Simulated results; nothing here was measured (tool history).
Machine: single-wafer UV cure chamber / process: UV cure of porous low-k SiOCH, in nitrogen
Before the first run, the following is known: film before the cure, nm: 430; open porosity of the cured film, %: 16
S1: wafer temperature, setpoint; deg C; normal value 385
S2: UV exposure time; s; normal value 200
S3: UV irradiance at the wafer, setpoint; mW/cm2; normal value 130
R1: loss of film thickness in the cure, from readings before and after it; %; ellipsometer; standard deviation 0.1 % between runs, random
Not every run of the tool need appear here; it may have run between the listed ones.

run	hour	S1	S2	S3	R1
1	0.0	385	200	130	10.497
2	36.2	385	200	130	10.469
3	85.7	385	200	130	10.399
4	164.7	385	200	130	10.525
5	267.6	385	200	130	10.224
6	348.9	385	200	130	10.102
7	448.5	385	200	130	10.144
# hour 531.0: quartz window cleaned
8	531.5	394	200	130	9.829
9	590.0	394	200	130	9.784
10	673.9	394	200	130	9.686
11	732.1	385	200	130	9.457
12	814.6	385	305	148	11.854
# hour 858.1: quartz window cleaned, repeated, since the last time left the tool worse
13	881.5	368	160	166	10.553
14	983.9	399	120	104	7.881
15	1029.8	368	230	107	10.208
16	1102.2	385	125	108	7.900
# hour 1122.2: UV bulbs replaced
17	1196.3	385	130	130	8.840
18	1251.8	398	200	130	11.102
19	1320.9	385	200	130	10.639
20	1380.9	394	200	130	10.858
21	1458.1	404	285	150	13.107
22	1506.5	385	200	130	10.564
23	1552.6	385	200	130	10.498

Pick out some run-to-run changes in R1. Of each, how much would a tool without hidden state show as well, from the settings, what came in and chance, and how much is left for the hidden state and any gauge scatter not in both results compared?
Unlogged tool condition in this case: lamp output below its setpoint, %; transmission lost against a clean window, %.
Run 7 -> 8: S1 385 -> 394, quartz window cleaned. R1 -0.315 %: hidden state -0.602, all else +0.287.
Run 12 -> 13: S1 385 -> 368, S2 305 -> 160, S3 148 -> 166, quartz window cleaned, repeated, since the last time left the tool worse. R1 -1.301 %: hidden state +1.304, all else -2.605.
Run 13 -> 14: S1 368 -> 399, S2 160 -> 120, S3 166 -> 104. R1 -2.672 %: hidden state -0.029, all else -2.643.
Run 21 -> 22: S1 404 -> 385, S2 285 -> 200, S3 150 -> 130. R1 -2.543 %: hidden state -0.004, all else -2.539.
